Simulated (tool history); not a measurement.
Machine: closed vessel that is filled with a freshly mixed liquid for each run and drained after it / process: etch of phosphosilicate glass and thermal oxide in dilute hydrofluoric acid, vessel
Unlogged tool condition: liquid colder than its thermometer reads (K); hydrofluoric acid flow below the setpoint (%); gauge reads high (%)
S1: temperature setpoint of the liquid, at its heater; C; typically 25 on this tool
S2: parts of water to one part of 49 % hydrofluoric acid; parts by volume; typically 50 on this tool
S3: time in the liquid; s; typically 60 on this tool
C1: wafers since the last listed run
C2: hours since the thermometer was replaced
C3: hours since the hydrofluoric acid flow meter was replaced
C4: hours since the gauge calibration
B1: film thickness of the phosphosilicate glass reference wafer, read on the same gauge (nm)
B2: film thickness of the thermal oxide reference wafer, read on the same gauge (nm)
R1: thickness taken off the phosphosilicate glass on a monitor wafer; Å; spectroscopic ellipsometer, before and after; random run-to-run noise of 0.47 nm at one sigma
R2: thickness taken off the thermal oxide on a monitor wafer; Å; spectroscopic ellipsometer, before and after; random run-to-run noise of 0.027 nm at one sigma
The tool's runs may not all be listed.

| run | hour | S1 | S2 | S3 | C1 | C2 | C3 | C4 | B1 | B2 | R1 | R2 |
|---|---|---|---|---|---|---|---|---|---|---|---|---|
| 1 | 0 | 25 | 50 | 60 | 0 | 2241.6 | 875.1 | 2137.1 | 29.93 | 119.98 | 1268.3 | 63.2 |
|  | 35.3 | gauge calibrated |
| 2 | 51.1 | 25 | 70 | 60 | 4677 | 2292.7 | 926.2 | 15.8 | 29.97 | 120.02 | 874.5 | 43.6 |
| 3 | 109.7 | 20.5 | 50 | 60 | 5364 | 2351.3 | 984.8 | 74.4 | 29.99 | 119.98 | 1043.8 | 52.4 |
| 4 | 163.9 | 26.5 | 60 | 60 | 4961 | 2405.5 | 1039 | 128.6 | 30.03 | 119.99 | 1095.3 | 54.8 |
| 5 | 217.6 | 25 | 50 | 60 | 4915 | 2459.2 | 1092.7 | 182.3 | 30 | 119.95 | 1259.5 | 62.8 |
| 6 | 258.8 | 25 | 50 | 60 | 3771 | 2500.4 | 1133.9 | 223.5 | 29.98 | 120.05 | 1255 | 63.1 |
| 7 | 326.4 | 26.5 | 65 | 80 | 6188 | 2568 | 1201.5 | 291.1 | 29.98 | 120 | 1343.3 | 67 |
| 8 | 395.8 | 20.5 | 25 | 50 | 6353 | 2637.4 | 1270.9 | 360.5 | 30 | 120.02 | 1778.5 | 89.2 |
| 9 | 525 | 25 | 50 | 60 | 11827 | 2766.6 | 1400.1 | 489.7 | 29.98 | 120.04 | 1249.4 | 63 |
| 10 | 583.1 | 29 | 65 | 60 | 5318 | 2824.7 | 1458.2 | 547.8 | 29.98 | 119.97 | 1110.9 | 55.2 |
| 11 | 631.4 | 25 | 50 | 60 | 4421 | 2873 | 1506.5 | 596.1 | 30.03 | 120.03 | 1249.6 | 62.1 |
| 12 | 656 | 25 | 50 | 60 | 2251 | 2897.6 | 1531.1 | 620.7 | 30.01 | 120.03 | 1253.5 | 62.4 |
|  | 690.4 | hydrofluoric acid flow meter replaced |
| 13 | 702 | 25 | 50 | 75 | 4119 | 2943.6 | 11.6 | 666.7 | 29.99 | 119.99 | 1566.3 | 77.6 |
|  | 847.2 | thermometer replaced |
| 14 | 898.7 | 25 | 50 | 30 | 17914 | 51.5 | 208.3 | 863.4 | 29.96 | 119.98 | 656.4 | 32.9 |
| 15 | 927.1 | 25 | 75 | 60 | 2599 | 79.9 | 236.7 | 891.8 | 30.01 | 120.03 | 848 | 42.4 |
| 16 | 963.2 | 23 | 50 | 85 | 3304 | 116 | 272.8 | 927.9 | 30 | 120.02 | 1708.9 | 86.1 |
| 17 | 1035 | 22 | 30 | 60 | 6572 | 187.8 | 344.6 | 999.7 | 29.98 | 120.04 | 1973.9 | 98.6 |
| 18 | 1078.9 | 29 | 50 | 60 | 4018 | 231.7 | 388.5 | 1043.6 | 30.02 | 120.04 | 1532.7 | 77.2 |
| 19 | 1152.1 | 25 | 70 | 70 | 6700 | 304.9 | 461.7 | 1116.8 | 29.98 | 120.01 | 1065.7 | 53 |
| 20 | 1177 | 27.5 | 35 | 80 | 2279 | 329.8 | 486.6 | 1141.7 | 29.97 | 120.01 | 2805.6 | 141.5 |
| 21 | 1238.8 | 25 | 50 | 45 | 5657 | 391.6 | 548.4 | 1203.5 | 30.03 | 120 | 977.6 | 48.9 |
| 22 | 1290.2 | 25 | 45 | 60 | 4705 | 443 | 599.8 | 1254.9 | 30.05 | 119.99 | 1467.6 | 72.7 |
| 23 | 1349.5 | 27.5 | 40 | 45 | 5428 | 502.3 | 659.1 | 1314.2 | 30 | 120 | 1368.7 | 68.3 |
| 24 | 1385 | 25 | 70 | 75 | 3249 | 537.8 | 694.6 | 1349.7 | 29.98 | 120 | 1131 | 56.5 |

Each run again, without the hidden state but with its own random variation kept:
| run | R1 | R2 |
|---|---|---|
| 1 | 1319.2 | 65.7 |
| 2 | 910.1 | 45.4 |
| 3 | 1089.5 | 54.7 |
| 4 | 1141.5 | 57.1 |
| 5 | 1314.9 | 65.6 |
| 6 | 1311.3 | 66 |
| 7 | 1403.2 | 70 |
| 8 | 1866.9 | 93.6 |
| 9 | 1310.8 | 66 |
| 10 | 1164.4 | 57.8 |
| 11 | 1313.8 | 65.3 |
| 12 | 1318.4 | 65.6 |
| 13 | 1648.7 | 81.7 |
| 14 | 656.9 | 32.9 |
| 15 | 849 | 42.4 |
| 16 | 1712.5 | 86.3 |
| 17 | 1980.6 | 98.9 |
| 18 | 1538.2 | 77.5 |
| 19 | 1070.9 | 53.3 |
| 20 | 2820.4 | 142.3 |
| 21 | 984 | 49.2 |
| 22 | 1478.5 | 73.2 |
| 23 | 1379.9 | 68.8 |
| 24 | 1141 | 57 |
